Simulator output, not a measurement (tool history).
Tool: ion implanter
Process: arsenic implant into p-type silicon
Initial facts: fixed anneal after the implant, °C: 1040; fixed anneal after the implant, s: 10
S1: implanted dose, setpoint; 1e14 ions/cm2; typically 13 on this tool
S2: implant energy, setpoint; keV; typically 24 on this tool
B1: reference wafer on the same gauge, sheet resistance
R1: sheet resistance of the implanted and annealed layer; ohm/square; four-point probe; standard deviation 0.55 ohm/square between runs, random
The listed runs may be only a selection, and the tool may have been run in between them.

run,hour,S1,S2,B1,R1
1,0,13,24,92.07,104.44
2,15.4,13,26,91.92,102.23
3,32,13,26,92.02,101.23
4,45.7,13,24,92.06,105.39
5,60.9,13,24,92.08,104.35
6,68.1,13,24,91.99,105.48
7,84.7,13,24,91.98,104.64
# hour 85.2: gauge calibrated
# hour 100.3: Faraday cup replaced and dose calibrated
8,100.8,13,24,92.03,105.03
9,107.4,13,28.5,92.07,100.12
# hour 118.4: extraction supply calibrated
10,118.9,13,28.5,91.98,100.69
11,130.5,13,28.5,91.89,100.46
12,146.2,13,24,92.19,104.32
13,179.9,13,24,91.86,104.66
14,186.4,13,20,92.02,109.65
15,193.7,13,20,91.93,109.19
16,202.8,13,24,91.97,104.45
17,217.1,14.49,30,92.02,93.68
18,229.9,15.13,28,91.86,94.45
19,241.2,13,24,91.99,104.78
20,248.5,15.11,28,91.97,94.63
21,263.5,14.5,30.5,92.12,94.07
22,274.2,15.32,27.5,92.01,93.96
23,284.6,13,21.5,91.75,107.36
24,294,10.87,29,91.94,109.98
25,306.9,10.87,29,91.97,110.29
26,317.5,13,24,92.03,105.19
27,333.7,13,24,92.11,104.77
28,343.5,13,24,91.86,104.32
29,356.8,15.29,16.5,92,108.71
30,385.9,14.97,24,92.11,98.56
31,402.9,11.64,20,92.08,115.75
32,411.4,11.53,24,91.99,110.58
33,426.1,15.13,28,92.17,95.41
34,441.8,13,27,92.17,100.98
35,481.3,13,24,92.1,104.63
# hour 482.2: gauge calibrated
36,491,11.53,16,92.06,119.77

Alternative continuations, all from the tool just after run 36; predict every row:
A,491.4,10.19,24,?,?
B,491.4,9.56,24,?,?
C,491.4,9.36,27,?,?
D,491.4,9.12,21.5,?,?
E,491.4,9.5,29.5,?,?

run,B1,R1
A,91.88,118.75
B,91.88,123.35
C,91.88,121.99
D,91.88,129.8
E,91.88,118.66
What these runs would have given with no unlogged condition in the tool:
run,R1
A,118.75
B,123.35
C,121.99
D,129.8
E,118.66

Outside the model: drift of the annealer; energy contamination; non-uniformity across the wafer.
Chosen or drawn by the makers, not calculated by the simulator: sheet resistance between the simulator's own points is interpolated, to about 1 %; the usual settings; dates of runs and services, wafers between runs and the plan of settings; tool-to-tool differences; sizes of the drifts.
